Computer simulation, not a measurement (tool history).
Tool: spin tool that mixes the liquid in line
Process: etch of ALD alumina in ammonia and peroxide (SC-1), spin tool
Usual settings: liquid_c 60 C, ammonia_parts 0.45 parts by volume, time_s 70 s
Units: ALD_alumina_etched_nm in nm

run,hour,liquid_c,ammonia_parts,time_s,"read-back film thickness of the ALD alumina reference wafer, read on the same gauge (nm)",ALD_alumina_etched_nm
1,0,54.5,0.45,95,89.997,4.893
2,46.3,60,0.45,70,89.999,4.945
# hour 64.3: thermometer replaced
3,64.8,60,0.45,70,90.012,4.755
# hour 91.7: new drum of ammonia solution connected
4,97.2,60,0.45,70,90.004,4.938
5,110.9,60,0.45,70,89.994,4.884
# hour 118.3: ammonia flow meter replaced
6,134.1,60,0.45,70,89.991,4.831
7,147,63.5,0.35,90,90.018,7.185
8,168.1,68.5,0.4,80,90.007,8.2
9,187.5,56.5,0.25,110,90.043,5.912
10,217.7,54.5,0.55,70,90.014,3.65
11,230.9,60,0.6,40,90.015,2.777
# hour 250: heated supply line repaired
12,259.6,60,0.45,70,90.03,5.184
13,281.6,60,0.45,45,90.007,3.339
14,294.6,53,0.3,95,89.989,4.704
15,324.8,57.5,0.45,70,89.993,4.609
16,356.6,54.5,0.55,70,90.024,4.026
17,374.2,53,0.65,40,90.021,2.123
18,407.7,65.5,0.45,70,90.011,6.868
19,433.6,63.5,0.45,105,89.98,9.256
20,451.7,63.5,0.45,70,89.998,6.243
21,467.4,55.5,0.35,40,89.983,2.302
22,560.7,60,0.3,100,89.996,7.082
23,596.6,63.5,0.35,30,89.991,2.537
24,623,51,0.45,55,90.018,2.537
25,649.3,69,0.6,70,90.012,8.353
26,682.7,57.5,0.45,70,90.007,4.459

3 ways to go on from here, each from the tool as it stands after run 26. What would each give?
A,683.1,60,0.6,70,?,?
B,683.1,60,0.45,50,?,?
C,683.1,53,0.45,70,?,?

run,"read-back film thickness of the ALD alumina reference wafer, read on the same gauge (nm)",ALD_alumina_etched_nm
A,90.026,5.158
B,90.026,3.585
C,90.026,3.468
Without the tool's hidden state the same runs would have given:
run,ALD_alumina_etched_nm
A,5.341
B,3.713
C,3.598
